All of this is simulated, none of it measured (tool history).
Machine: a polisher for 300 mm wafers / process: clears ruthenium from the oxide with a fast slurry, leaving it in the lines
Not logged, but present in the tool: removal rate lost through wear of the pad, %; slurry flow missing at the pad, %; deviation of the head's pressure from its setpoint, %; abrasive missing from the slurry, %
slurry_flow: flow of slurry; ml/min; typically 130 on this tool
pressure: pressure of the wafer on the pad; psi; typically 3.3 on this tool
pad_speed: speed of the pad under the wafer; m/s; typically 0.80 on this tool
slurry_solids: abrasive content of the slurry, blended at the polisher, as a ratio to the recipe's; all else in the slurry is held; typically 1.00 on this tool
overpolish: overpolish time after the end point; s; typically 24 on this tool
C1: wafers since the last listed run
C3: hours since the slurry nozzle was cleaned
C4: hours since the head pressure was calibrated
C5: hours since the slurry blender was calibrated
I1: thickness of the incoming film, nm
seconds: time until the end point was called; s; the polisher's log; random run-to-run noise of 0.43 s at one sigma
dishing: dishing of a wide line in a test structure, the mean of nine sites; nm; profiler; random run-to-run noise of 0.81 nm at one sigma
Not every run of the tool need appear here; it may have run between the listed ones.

run 1 hour=0.0 | slurry_flow=130 pressure=3.3 pad_speed=0.80 slurry_solids=1.00 overpolish=20 | C1=0 wafers_polished_on_this_pad=141 C3=556.9 C4=961.5 C5=285.7 | I1=160.5 | seconds=31.5 dishing=65.7
run 2 hour=60.3 | slurry_flow=130 pressure=3.3 pad_speed=0.80 slurry_solids=1.00 overpolish=20 | C1=665 wafers_polished_on_this_pad=807 C3=617.2 C4=1021.8 C5=346.0 | I1=161.8 | seconds=31.8 dishing=66.8
run 3 hour=122.5 | slurry_flow=130 pressure=3.3 pad_speed=0.80 slurry_solids=1.00 overpolish=24 | C1=686 wafers_polished_on_this_pad=1494 C3=679.4 C4=1084.0 C5=408.2 | I1=160.6 | seconds=32.2 dishing=75.7
run 4 hour=185.0 | slurry_flow=130 pressure=3.3 pad_speed=0.80 slurry_solids=1.00 overpolish=24 | C1=690 wafers_polished_on_this_pad=2184 C3=741.9 C4=1146.5 C5=470.7 | I1=159.6 | seconds=31.6 dishing=76.8
-- hour=190.6 slurry nozzle cleaned
run 5 hour=234.6 | slurry_flow=130 pressure=2.9 pad_speed=0.80 slurry_solids=1.00 overpolish=24 | C1=536 wafers_polished_on_this_pad=2721 C3=44.0 C4=1196.1 C5=520.3 | I1=160.5 | seconds=36.5 dishing=71.3
-- hour=261.9 slurry blender recalibrated
-- hour=326.6 head pressure recalibrated
run 6 hour=484.6 | slurry_flow=130 pressure=2.9 pad_speed=0.80 slurry_solids=1.00 overpolish=24 | C1=2716 wafers_polished_on_this_pad=5437 C3=294.0 C4=158.0 C5=222.7 | I1=158.4 | seconds=35.5 dishing=68.7
run 7 hour=524.5 | slurry_flow=130 pressure=2.9 pad_speed=0.80 slurry_solids=1.00 overpolish=24 | C1=440 wafers_polished_on_this_pad=5878 C3=333.9 C4=197.9 C5=262.6 | I1=160.4 | seconds=36.0 dishing=70.1
-- hour=575.3 worn pad replaced by a new one
run 8 hour=610.1 | slurry_flow=130 pressure=3.3 pad_speed=0.80 slurry_solids=1.00 overpolish=24 | C1=901 wafers_polished_on_this_pad=383 C3=419.5 C4=283.5 C5=348.2 | I1=158.7 | seconds=31.2 dishing=77.5
run 9 hour=678.5 | slurry_flow=130 pressure=3.8 pad_speed=0.92 slurry_solids=0.75 overpolish=24 | C1=755 wafers_polished_on_this_pad=1139 C3=487.9 C4=351.9 C5=416.6 | I1=160.7 | seconds=27.0 dishing=86.7
run 10 hour=763.6 | slurry_flow=150 pressure=3.3 pad_speed=1.08 slurry_solids=0.90 overpolish=30 | C1=939 wafers_polished_on_this_pad=2078 C3=573.0 C4=437.0 C5=501.7 | I1=159.5 | seconds=23.8 dishing=107.3
run 11 hour=845.2 | slurry_flow=110 pressure=2.2 pad_speed=0.98 slurry_solids=1.00 overpolish=33 | C1=901 wafers_polished_on_this_pad=2979 C3=654.6 C4=518.6 C5=583.3 | I1=158.6 | seconds=38.8 dishing=81.5
run 12 hour=897.4 | slurry_flow=130 pressure=2.8 pad_speed=0.80 slurry_solids=1.00 overpolish=24 | C1=576 wafers_polished_on_this_pad=3556 C3=706.8 C4=570.8 C5=635.5 | I1=160.3 | seconds=36.7 dishing=68.8
-- hour=904.7 slurry blender recalibrated
run 13 hour=970.1 | slurry_flow=120 pressure=3.3 pad_speed=0.80 slurry_solids=1.20 overpolish=20 | C1=780 wafers_polished_on_this_pad=4337 C3=779.5 C4=643.5 C5=65.4 | I1=159.2 | seconds=30.1 dishing=71.1
-- hour=974.8 slurry nozzle cleaned
run 14 hour=1050.1 | slurry_flow=130 pressure=3.7 pad_speed=0.80 slurry_solids=1.25 overpolish=19 | C1=872 wafers_polished_on_this_pad=5209 C3=75.3 C4=723.5 C5=145.4 | I1=159.4 | seconds=26.2 dishing=75.2
run 15 hour=1089.4 | slurry_flow=130 pressure=3.3 pad_speed=0.80 slurry_solids=1.00 overpolish=24 | C1=433 wafers_polished_on_this_pad=5643 C3=114.6 C4=762.8 C5=184.7 | I1=161.8 | seconds=33.1 dishing=76.7
-- hour=1126.9 worn pad replaced by a new one
run 16 hour=1136.4 | slurry_flow=130 pressure=2.2 pad_speed=0.80 slurry_solids=1.00 overpolish=24 | C1=474 wafers_polished_on_this_pad=104 C3=161.6 C4=809.8 C5=231.7 | I1=159.8 | seconds=47.2 dishing=56.5
run 17 hour=1219.5 | slurry_flow=130 pressure=3.3 pad_speed=0.80 slurry_solids=1.00 overpolish=24 | C1=917 wafers_polished_on_this_pad=1022 C3=244.7 C4=892.9 C5=314.8 | I1=161.7 | seconds=31.6 dishing=76.1
run 18 hour=1284.5 | slurry_flow=130 pressure=3.3 pad_speed=0.80 slurry_solids=1.00 overpolish=24 | C1=717 wafers_polished_on_this_pad=1739 C3=309.7 C4=957.9 C5=379.8 | I1=157.7 | seconds=30.9 dishing=77.5
run 19 hour=1346.5 | slurry_flow=130 pressure=3.3 pad_speed=0.98 slurry_solids=1.00 overpolish=24 | C1=684 wafers_polished_on_this_pad=2424 C3=371.7 C4=1019.9 C5=441.8 | I1=158.7 | seconds=26.0 dishing=87.9
run 20 hour=1393.7 | slurry_flow=130 pressure=2.2 pad_speed=0.96 slurry_solids=1.00 overpolish=20 | C1=521 wafers_polished_on_this_pad=2945 C3=418.9 C4=1067.1 C5=489.0 | I1=161.8 | seconds=40.5 dishing=55.4
run 21 hour=1459.9 | slurry_flow=130 pressure=2.3 pad_speed=0.80 slurry_solids=1.00 overpolish=16 | C1=731 wafers_polished_on_this_pad=3676 C3=485.1 C4=1133.3 C5=555.2 | I1=161.7 | seconds=45.6 dishing=41.6
run 22 hour=1550.7 | slurry_flow=90 pressure=3.3 pad_speed=1.08 slurry_solids=1.00 overpolish=24 | C1=1002 wafers_polished_on_this_pad=4679 C3=575.9 C4=1224.1 C5=646.0 | I1=160.8 | seconds=25.5 dishing=91.1
-- hour=1592.0 slurry blender recalibrated
run 23 hour=1613.5 | slurry_flow=160 pressure=3.3 pad_speed=0.80 slurry_solids=0.80 overpolish=33 | C1=671 wafers_polished_on_this_pad=5350 C3=638.7 C4=1286.9 C5=21.5 | I1=157.9 | seconds=33.7 dishing=92.3
run 24 hour=1700.8 | slurry_flow=85 pressure=3.3 pad_speed=0.80 slurry_solids=1.15 overpolish=24 | C1=964 wafers_polished_on_this_pad=6314 C3=726.0 C4=1374.2 C5=108.8 | I1=160.1 | seconds=31.6 dishing=75.8
-- hour=1772.0 head pressure recalibrated
run 25 hour=1808.6 | slurry_flow=130 pressure=3.3 pad_speed=0.80 slurry_solids=1.00 overpolish=24 | C1=1168 wafers_polished_on_this_pad=7483 C3=833.8 C4=36.6 C5=216.6 | I1=159.0 | seconds=31.4 dishing=75.8
-- hour=1832.4 worn pad replaced by a new one
-- hour=1844.9 slurry nozzle cleaned
run 26 hour=1888.1 | slurry_flow=130 pressure=3.3 pad_speed=0.88 slurry_solids=1.00 overpolish=24 | C1=822 wafers_polished_on_this_pad=603 C3=43.2 C4=116.1 C5=296.1 | I1=158.4 | seconds=28.4 dishing=83.1
run 27 hour=1947.7 | slurry_flow=115 pressure=2.5 pad_speed=0.90 slurry_solids=1.25 overpolish=24 | C1=658 wafers_polished_on_this_pad=1261 C3=102.8 C4=175.7 C5=355.7 | I1=160.7 | seconds=35.0 dishing=72.4
run 28 hour=2049.7 | slurry_flow=130 pressure=2.4 pad_speed=0.80 slurry_solids=1.00 overpolish=24 | C1=1126 wafers_polished_on_this_pad=2388 C3=204.8 C4=277.7 C5=457.7 | I1=159.3 | seconds=42.6 dishing=60.1
run 29 hour=2128.1 | slurry_flow=130 pressure=3.3 pad_speed=0.98 slurry_solids=1.00 overpolish=24 | C1=865 wafers_polished_on_this_pad=3253 C3=283.2 C4=356.1 C5=536.1 | I1=157.5 | seconds=25.3 dishing=89.5

Consider 3 possible next runs. They are alternatives, not a sequence: every one starts from the tool as it was left by run 29. What does each give?
run A hour=2128.5 | slurry_flow=130 pressure=3.3 pad_speed=0.80 slurry_solids=1.00 overpolish=24 | C1=4 wafers_polished_on_this_pad=3258 C3=283.6 C4=356.5 C5=536.5 | I1=160.0 | seconds=? dishing=?
run B hour=2128.5 | slurry_flow=110 pressure=3.3 pad_speed=0.52 slurry_solids=1.10 overpolish=24 | C1=4 wafers_polished_on_this_pad=3258 C3=283.6 C4=356.5 C5=536.5 | I1=160.0 | seconds=? dishing=?
run C hour=2128.5 | slurry_flow=150 pressure=4.4 pad_speed=0.80 slurry_solids=1.00 overpolish=24 | C1=4 wafers_polished_on_this_pad=3258 C3=283.6 C4=356.5 C5=536.5 | I1=160.0 | seconds=? dishing=?

run=A seconds=31.3 dishing=77.2
run=B seconds=47.4 dishing=55.9
run=C seconds=23.0 dishing=95.5
Stripped of hidden state, with their random variation kept, the same runs would have yielded:
run=A seconds=31.3 dishing=77.2
run=B seconds=47.4 dishing=55.9
run=C seconds=23.0 dishing=95.5

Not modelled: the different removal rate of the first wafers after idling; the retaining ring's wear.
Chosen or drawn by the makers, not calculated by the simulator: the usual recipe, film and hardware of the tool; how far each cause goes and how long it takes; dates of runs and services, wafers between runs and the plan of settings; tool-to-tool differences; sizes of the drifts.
